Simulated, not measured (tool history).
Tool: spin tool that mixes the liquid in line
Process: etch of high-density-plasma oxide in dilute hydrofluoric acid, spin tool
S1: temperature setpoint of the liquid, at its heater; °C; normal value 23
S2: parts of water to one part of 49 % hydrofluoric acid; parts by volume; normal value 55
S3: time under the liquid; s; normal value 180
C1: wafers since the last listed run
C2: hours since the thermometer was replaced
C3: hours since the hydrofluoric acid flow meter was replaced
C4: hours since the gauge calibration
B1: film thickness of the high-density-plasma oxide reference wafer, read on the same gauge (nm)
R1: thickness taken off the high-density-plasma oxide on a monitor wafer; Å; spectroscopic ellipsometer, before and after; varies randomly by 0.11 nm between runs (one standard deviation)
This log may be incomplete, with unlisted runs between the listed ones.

run    hour    S1  S2   S3   C1      C2      C3      C4     B1     R1
  1       0  26.5  55  180    0   562.3   476.4   634.7  79.95  191.8
  2    41.9  26.5  55  180  404   604.2   518.3   676.6  79.99  190.5
  3    74.5  26.5  55  180  314   636.8   550.9   709.2  79.98  189.3
  4   113.9    23  55  240  379   676.2   590.3   748.6  80.01  218.7
  5     196    23  55  240  791   758.3   672.4   830.7  80.01  218.3
  6   265.7    23  55  180  672     828   742.1   900.4     80  165.8
  7   320.9    23  55  180  532   883.2   797.3   955.6  80.04  164.8
  8   368.6    23  55  180  459   930.9     845  1003.3  79.97  163.9
  9   417.8  20.5  55  180  474   980.1   894.2  1052.5  79.99  146.2
 10   459.8  20.5  55  180  404  1022.1   936.2  1094.5  80.02  144.9
 11   494.8  20.5  55  180  337  1057.1   971.2  1129.5  80.01  144.7
 12   552.1    23  55  180  552  1114.4  1028.5  1186.8  79.98  160.4
      596.5  -- hydrofluoric acid flow meter replaced
 13   618.6    23  55  180  631  1180.9    22.1  1253.3  79.99  156.6
 14   652.7    23  55  180  328    1215    56.2  1287.4  79.96  155.5
 15   696.9    23  55  180  426  1259.2   100.4  1331.6  80.01  156.9
 16   731.4    25  55  180  332  1293.7   134.9  1366.1  79.98  168.6
 17   773.2  21.5  55   95  403  1335.5   176.7  1407.9  79.99   77.8
      797.6  -- gauge calibrated
 18     827  21.5  85  270  518  1389.3   230.5    29.4     80  136.1
 19   864.3    23  55  180  359  1426.6   267.8    66.7  80.04  153.7
      892.1  -- hydrofluoric acid flow meter replaced, repeated, since the last time left the tool worse
 20   926.1  18.5  55  180  586  1488.4      34   128.5  80.01    141
 21   990.6    23  55  180  621  1552.9    98.5     193  79.94  170.4
 22  1034.4  25.5  85  130  422  1596.7   142.3   236.8  79.98   84.7
 23  1080.1    25  30  260  440  1642.4     188   282.5  79.96  501.7
 24  1140.3    23  45  180  580  1702.6   248.2   342.7  80.02  209.6
     1158.4  -- thermometer replaced
 25  1169.2  19.5  80  265  269    10.8   277.1   371.6  80.03  143.8
 26  1201.7  21.5  55   95  313    43.3   309.6   404.1  79.95   83.4
 27  1254.7    23  35  180  511    96.3   362.6   457.1     80  274.5
 28  1322.2    25  55  145  650   163.8   430.1   524.6     80  146.9
 29  1385.3  26.5  55   90  608   226.9   493.2   587.7  80.03   95.7
 30  1454.6  24.5  65  145  668   296.2   562.5     657  79.97  118.5
 31  1484.2    23  55  180  285   325.8   592.1   686.6     80  165.5
 32  1527.1    25  55  145  413   368.7     635   729.5  79.96  145.9

Results per run with the tool's hidden condition removed, run-to-run variation unchanged:
Hidden state present: liquid hotter than its thermometer reads (K); hydrofluoric acid flow below the setpoint (%); gauge reads high (%).
run     R1
  1  198.3
  2  197.4
  3  196.5
  4  227.2
  5  227.7
  6  173.6
  7  172.9
  8  172.4
  9  154.1
 10    153
 11  153.1
 12  170.2
 13    171
 14  170.2
 15    172
 16  185.2
 17   85.7
 18  150.6
 19    170
 20  141.4
 21  171.5
 22   85.4
 23  506.8
 24  212.3
 25  145.9
 26   84.8
 27  279.4
 28    150
 29   98.1
 30  121.8
 31  170.4
 32  150.5

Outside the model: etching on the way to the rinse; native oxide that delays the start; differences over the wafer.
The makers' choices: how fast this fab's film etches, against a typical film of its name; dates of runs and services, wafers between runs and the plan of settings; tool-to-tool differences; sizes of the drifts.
